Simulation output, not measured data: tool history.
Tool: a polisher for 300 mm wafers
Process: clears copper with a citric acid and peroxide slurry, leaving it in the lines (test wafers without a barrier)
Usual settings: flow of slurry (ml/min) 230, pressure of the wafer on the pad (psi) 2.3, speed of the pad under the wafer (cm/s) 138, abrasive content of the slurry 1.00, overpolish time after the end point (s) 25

run   hour  flow of slurry (ml/min)  pressure of the wafer on the pad (psi)  speed of the pad under the wafer (cm/s)  abrasive content of the slurry  overpolish time after the end point (s)  incoming thickness of the incoming film, nm  time until the end point was called (s)  dishing of a wide line in a test structure (Å)
  1    0.0                      230                                     2.3                                      102                            1.00                                       25                                        323.6                                    163.6                                             273
  2   12.0                      230                                     2.3                                      102                            1.00                                       25                                        327.1                                    169.2                                             266
  3   31.9                      230                                     2.3                                      138                            1.00                                       25                                        327.9                                    135.9                                             298
  4   47.7                      180                                     2.3                                      138                            1.00                                       18                                        327.9                                    141.4                                             240
  5   53.9                      230                                     2.3                                      138                            1.00                                       25                                        322.4                                    134.8                                             302
  6   70.5                      230                                     2.3                                      138                            1.00                                       25                                        324.3                                    137.9                                             293
      84.1  -- worn pad replaced by a new one
  7   87.6                      230                                     2.3                                      138                            1.00                                       25                                        323.0                                    140.1                                             291
  8  100.3                      230                                     2.3                                      138                            1.00                                       25                                        324.2                                    142.3                                             290
  9  114.8                      230                                     2.3                                      138                            1.00                                       25                                        330.9                                    144.1                                             281
     124.9  -- slurry blender recalibrated
     128.3  -- slurry nozzle cleaned
 10  131.1                      230                                     2.3                                      138                            1.00                                       21                                        319.8                                    124.8                                             284
 11  141.8                      230                                     2.3                                      138                            1.00                                       21                                        323.7                                    127.1                                             277
 12  157.1                      230                                     2.3                                      138                            1.00                                       25                                        320.5                                    126.4                                             304
 13  171.7                      230                                     2.3                                      110                            1.00                                       25                                        327.7                                    153.2                                             278
     174.8  -- head pressure recalibrated
 14  182.3                      230                                     2.3                                      138                            1.00                                       21                                        328.1                                    133.2                                             283
 15  191.4                      275                                     2.9                                      138                            0.90                                       20                                        319.7                                    103.6                                             312
 16  198.3                      230                                     2.3                                      138                            1.00                                       25                                        323.9                                    124.5                                             301
     211.6  -- worn pad replaced by a new one
 17  212.1                      230                                     2.3                                      120                            1.00                                       25                                        331.5                                    145.9                                             285
 18  219.3                      205                                     1.9                                      138                            1.20                                       12                                        323.6                                    151.4                                             167
 19  236.5                      255                                     2.3                                      138                            0.70                                       25                                        331.2                                    146.4                                             292
 20  245.5                      230                                     2.0                                      138                            0.85                                       25                                        319.6                                    155.7                                             274
 21  252.2                      205                                     1.7                                      138                            0.70                                       25                                        328.3                                    201.8                                             236
 22  263.2                      230                                     2.3                                      106                            1.20                                       20                                        320.8                                    153.5                                             238
 23  270.7                      230                                     2.3                                      138                            1.00                                       25                                        318.9                                    132.8                                             307

Forecast each of these 5 alternatives for the next run:
  A  271.2                      230                                     2.3                                      138                            1.00                                       25                                        328.2                                        ?                                               ?
  B  271.2                      230                                     2.3                                      184                            1.00                                       25                                        328.2                                        ?                                               ?
  C  271.2                      230                                     2.3                                      108                            1.00                                       25                                        328.2                                        ?                                               ?
  D  271.2                      230                                     2.7                                      138                            1.20                                       25                                        328.2                                        ?                                               ?
  E  271.2                      230                                     2.3                                      138                            0.75                                       25                                        328.2                                        ?                                               ?

run  time until the end point was called (s)  dishing of a wide line in a test structure (Å)
  A                                    133.5                                             290
  B                                    106.3                                             323
  C                                    160.2                                             262
  D                                    109.3                                             324
  E                                    142.7                                             279
Without the tool's hidden state the same runs would have given:
run  time until the end point was called (s)  dishing of a wide line in a test structure (Å)
  A                                    127.7                                             296
  B                                    101.7                                             329
  C                                    153.2                                             269
  D                                    104.5                                             331
  E                                    136.7                                             286
